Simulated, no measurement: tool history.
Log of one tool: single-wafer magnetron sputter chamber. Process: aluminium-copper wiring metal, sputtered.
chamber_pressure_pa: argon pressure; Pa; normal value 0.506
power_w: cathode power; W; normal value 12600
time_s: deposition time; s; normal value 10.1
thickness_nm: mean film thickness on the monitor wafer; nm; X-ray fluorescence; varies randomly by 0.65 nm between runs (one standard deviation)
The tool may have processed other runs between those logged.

run,hour,chamber_pressure_pa,power_w,time_s,"read-back reference wafer on the same gauge, thickness_nm",thickness_nm
1,0.0,0.506,12600,10.1,242.091,225.515
2,11.8,0.506,12600,10.1,242.163,225.207
3,21.9,0.506,12600,10.1,242.213,225.159
4,34.1,0.506,10150,10.1,242.013,201.037
5,45.5,0.506,10150,10.1,241.976,201.147
6,60.4,0.506,10150,10.1,242.098,201.839
7,77.9,0.434,11150,10.1,242.166,215.157

For run 8, what comes out?
# hour 79.9: gauge calibrated
# hour 100.1: magnet pack replaced, of another model than before
8,102.7,0.645,12600,10.1,?,?

read-back reference wafer on the same gauge, thickness_nm: 241.784
thickness_nm: 204.055 nm
Take away the tool's hidden state, keep the run-to-run variation as it was, and the same run would have given thickness_nm 207.117 nm.
